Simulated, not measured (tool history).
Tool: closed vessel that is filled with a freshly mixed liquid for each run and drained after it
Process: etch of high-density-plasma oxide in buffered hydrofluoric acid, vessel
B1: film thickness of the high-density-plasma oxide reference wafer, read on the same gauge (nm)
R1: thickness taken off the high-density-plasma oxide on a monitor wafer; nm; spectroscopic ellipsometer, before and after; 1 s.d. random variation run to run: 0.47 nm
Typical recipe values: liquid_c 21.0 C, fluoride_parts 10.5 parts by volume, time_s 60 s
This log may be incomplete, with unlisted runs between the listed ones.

Run 1, day 0.000: usual settings but time_s 70 s; B1 100.00. Result: R1 68.23 nm.
Run 2, day 0.971: usual settings but time_s 70 s; B1 99.98. Result: R1 68.31 nm.
Run 3, day 1.838: usual settings but time_s 70 s; B1 99.98. Result: R1 67.35 nm.
Run 4, day 2.679: usual settings; B1 100.01. Result: R1 58.36 nm.
Run 5, day 3.671: usual settings; B1 100.00. Result: R1 58.23 nm.
Run 6, day 4.871: usual settings; B1 100.01. Result: R1 57.72 nm.
Run 7, day 5.933: usual settings; B1 99.99. Result: R1 57.95 nm.
Run 8, day 6.458: usual settings; B1 100.00. Result: R1 57.59 nm.
Run 9, day 7.133: usual settings; B1 100.01. Result: R1 57.56 nm.
Run 10, day 8.058: usual settings; B1 100.00. Result: R1 56.94 nm.
At day 8.508: hydrofluoric acid flow meter replaced.
Run 11, day 8.696: usual settings but liquid_c 24.5 C, fluoride_parts 7.0 parts by volume; B1 100.00. Result: R1 102.24 nm.
At day 8.933: gauge calibrated.
Run 12, day 10.933: usual settings but liquid_c 24.5 C, fluoride_parts 14.0 parts by volume; B1 100.02. Result: R1 52.44 nm.
Run 13, day 11.617: usual settings; B1 99.97. Result: R1 56.77 nm.
At day 11.888: thermometer replaced.
Run 14, day 12.192: usual settings but liquid_c 25.0 C; B1 99.98. Result: R1 77.53 nm.
Run 15, day 14.062: usual settings but liquid_c 18.0 C, time_s 40 s; B1 99.98. Result: R1 34.17 nm.
Run 16, day 14.650: usual settings but liquid_c 24.5 C, fluoride_parts 12.5 parts by volume; B1 99.99. Result: R1 63.41 nm.
Run 17, day 15.858: usual settings but fluoride_parts 9.5 parts by volume; B1 100.01. Result: R1 66.98 nm.
Run 18, day 16.642: usual settings but liquid_c 24.5 C, fluoride_parts 7.5 parts by volume, time_s 70 s; B1 99.98. Result: R1 117.30 nm.

Some steps in R1, run to run, broken into two amounts with sign: the step expected even without the hidden condition (settings, incoming material, random variation), and the rest, left for the hidden condition together with whatever gauge scatter is not in both the measured and the hidden-condition-free result:
The hidden state here: liquid colder than its thermometer reads (K); hydrofluoric acid flow above the setpoint (%); gauge reads high (%).
Run 13 -> 14: liquid_c 21.0 -> 25.0, thermometer replaced. R1 +20.76 nm: hidden state +5.43, all else +15.33.
Run 17 -> 18: liquid_c 21.0 -> 24.5, fluoride_parts 9.5 -> 7.5, time_s 60 -> 70. R1 +50.32 nm: hidden state -0.98, all else +51.30.
